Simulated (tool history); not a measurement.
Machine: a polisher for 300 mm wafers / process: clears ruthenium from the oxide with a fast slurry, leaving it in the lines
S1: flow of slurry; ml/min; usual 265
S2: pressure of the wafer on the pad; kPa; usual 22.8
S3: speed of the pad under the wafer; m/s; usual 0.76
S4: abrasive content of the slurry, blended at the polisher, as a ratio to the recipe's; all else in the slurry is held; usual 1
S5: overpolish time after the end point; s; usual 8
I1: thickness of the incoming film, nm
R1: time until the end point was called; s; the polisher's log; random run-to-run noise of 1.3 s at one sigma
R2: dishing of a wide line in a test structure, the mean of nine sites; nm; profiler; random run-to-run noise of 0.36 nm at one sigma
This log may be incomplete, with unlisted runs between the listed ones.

run	hour	S1	S2	S3	S4	S5	I1	R1	R2
1	0	265	27.6	0.76	1	8	310.8	58.9	20
2	65.2	265	27.6	0.76	1	8	307	57.8	19.5
3	102.1	265	22.8	0.76	1	8	312.3	71.9	17.9
# hour 149.8: worn pad replaced by a new one
4	159.6	265	22.8	0.76	1	8	305.8	71	18.5
5	204.5	265	22.8	0.76	1	12	311.3	69.8	22.1
6	243.6	265	22.8	0.76	1	8	315.1	72.8	18.2
7	279.5	265	15.2	0.76	0.9	10	307.4	111.7	16.1
# hour 324.5: slurry blender recalibrated
8	341.8	265	22.8	0.76	1.2	8	307.6	60.2	19.3
9	399.3	265	22.8	0.9	1	10	307.3	59.3	21.1
10	428.7	265	22.8	0.76	1	8	308.6	68.3	18.9
# hour 475.3: slurry nozzle cleaned
11	487	265	22.8	0.76	1	5	308.5	68.4	13.8
12	519.4	335	15.2	0.76	1.3	8	308.1	85.8	16.1
13	557.1	265	25.5	0.52	1	8	306.2	78.8	16.8
14	595.8	265	15.2	0.76	0.9	10	310.1	109.1	16.4
# hour 615.3: worn pad replaced by a new one
15	641.6	265	22.8	0.76	1	8	308.6	66.2	18.8
16	677.2	265	22.8	0.96	0.9	8	313.7	60.8	19.9
17	714.7	265	27.6	0.52	0.8	4	312.7	89	10.4
# hour 735.8: head pressure recalibrated
18	755.3	265	27.6	0.76	0.8	5	307.4	73	13.7
19	822.4	315	22.8	0.92	1	11	312.4	61.3	22.1
# hour 856.3: slurry blender recalibrated
# hour 937.9: slurry nozzle cleaned
20	1000.9	265	27.6	0.76	1	8	308.2	59.4	20
21	1055.1	300	22.8	0.76	1	8	309.9	71.6	18.1
22	1085	265	22.8	0.76	1	8	308.3	74.7	18.2
23	1112	315	22.8	0.5	1	13	310.7	102.1	19.9
# hour 1125.7: worn pad replaced by a new one
24	1166.3	210	30.3	0.76	0.7	11	316.2	74.7	20.7
25	1195.1	265	22.8	1	1	6	308.9	58.2	17.6
26	1263.4	265	15.9	0.76	1	6	306.4	102	12.4
27	1327.5	210	22.8	0.52	1	8	304.5	96.3	14.9
# hour 1335.5: slurry blender recalibrated
# hour 1373.5: slurry nozzle cleaned
28	1384.1	205	22.8	0.76	1	6	309.9	74.2	15.4
29	1505.7	265	22.8	0.76	1	8	312.1	71.2	18.6

Table of differences, measured result less the result of that run with no hidden state. Run-to-run variation is the same in both. Gauge scatter possibly is not:
The hidden state here: removal rate lost through wear of the pad, %; slurry flow missing at the pad, %; deviation of the head's pressure from its setpoint, %; abrasive missing from the slurry, %.
run	R1	R2
1	-2.5	+0.3
2	-2.9	+0.4
3	-3.9	+0.4
4	-4.2	+0.6
5	-4.5	+0.5
6	-5	+0.6
7	-8.2	+0.7
8	-4.8	+0.7
9	-5.1	+0.7
10	-6.1	+0.8
11	-6.5	+0.8
12	-8.5	+0.9
13	-8.1	+0.9
14	-11.7	+1
15	-7.5	+0.9
16	-7	+0.9
17	-10.7	+0.9
18	+1.2	-0.2
19	+0.6	-0.1
20	-0.6	+0
21	-1.1	+0.2
22	-1.4	+0.2
23	-2.2	+0.2
24	-2.1	+0.2
25	-1.8	+0.3
26	-3.9	+0.3
27	-4.4	+0.4
28	-3.8	+0.4
29	-4.5	+0.6
